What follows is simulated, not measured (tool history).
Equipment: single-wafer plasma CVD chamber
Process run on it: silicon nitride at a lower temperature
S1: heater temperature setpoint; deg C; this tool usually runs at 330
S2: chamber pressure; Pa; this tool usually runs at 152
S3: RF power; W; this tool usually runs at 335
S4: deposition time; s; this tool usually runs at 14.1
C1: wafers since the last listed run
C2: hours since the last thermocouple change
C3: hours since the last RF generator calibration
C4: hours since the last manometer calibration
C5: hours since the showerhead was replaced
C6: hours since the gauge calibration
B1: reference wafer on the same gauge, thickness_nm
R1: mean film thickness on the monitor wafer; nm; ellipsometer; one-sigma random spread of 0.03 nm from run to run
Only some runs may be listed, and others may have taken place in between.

run   hour   S1   S2   S3    S4   C1      C2     C3     C4      C5     C6      B1      R1
  1      0  330  152  335  14.1    0  1719.1  676.8  833.7  7557.3   10.2  20.287  16.578
  2   14.3  330  152  335  14.1  433  1733.4  691.1    848  7571.6   24.5  20.294  16.505
  3     32  330  152  335  14.1  536  1751.1  708.8  865.7  7589.3   42.2  20.288  16.528
  4   39.1  330  152  335  14.1  215  1758.2  715.9  872.8  7596.4   49.3  20.305  16.518
  5   48.7  330  152  335  14.1  290  1767.8  725.5  882.4    7606   58.9  20.293  16.469
  6   55.5  330  152  335  14.1  206  1774.6  732.3  889.2  7612.8   65.7  20.304  16.445
      63.7  -- showerhead replaced
  7   68.3  330  152  335  14.1  145  1787.4  745.1    902     4.6   78.5    20.3  16.436
      82.4  -- capacitance manometer re-zeroed and calibrated
      86.7  -- thermocouple changed; heater temperature recalibrated
  8   87.2  330  152  335  14.1  201     0.5    764    4.8    23.5   97.4  20.302  16.506
  9  100.1  330  152  285  14.1  390    13.4  776.9   17.7    36.4  110.3  20.295  15.165
     107.7  -- gauge calibrated
 10  108.5  330  152  275  12.7  254    21.8  785.3   26.1    44.8    0.8  20.313  13.369
 11  119.4  330  152  335  14.1  330    32.7  796.2     37    55.7   11.7  20.298  16.408
     132.2  -- RF generator calibrated
 12  132.7  339  152  335  14.1  160      46    0.5   50.3      69     25  20.299  17.017
 13  139.6  340  152  335  14.1  209    52.9    7.4   57.2    75.9   31.9  20.301  16.976
 14  155.4  330  152  335  16.8  478    68.7   23.2     73    91.7   47.7  20.295  20.277
 15    170  330  152  335  14.1  442    83.3   37.8   87.6   106.3   62.3  20.304   17.04
 16  177.2  342  152  335  14.1  218    90.5     45   94.8   113.5   69.5  20.304  16.878

Here are 5 independent what-if runs from the current tool condition. What would each one return?
  A  177.6  330  152  335  14.1  12  90.9  45.4  95.2  113.9  69.9   ?   ?
  B  177.6  330  132  335  14.1  12  90.9  45.4  95.2  113.9  69.9   ?   ?
  C  177.6  339  177  335  16.8  12  90.9  45.4  95.2  113.9  69.9   ?   ?
  D  177.6  330  135  335  14.1  12  90.9  45.4  95.2  113.9  69.9   ?   ?
  E  177.6  330  152  335  15.4  12  90.9  45.4  95.2  113.9  69.9   ?   ?

run      B1      R1
  A  20.302  17.017
  B  20.302  16.663
  C  20.302  20.688
  D  20.302  16.711
  E  20.302  18.582
With no hidden state in the tool, these same runs would have given:
run      R1
  A  17.116
  B   16.76
  C  20.809
  D  16.808
  E  18.691

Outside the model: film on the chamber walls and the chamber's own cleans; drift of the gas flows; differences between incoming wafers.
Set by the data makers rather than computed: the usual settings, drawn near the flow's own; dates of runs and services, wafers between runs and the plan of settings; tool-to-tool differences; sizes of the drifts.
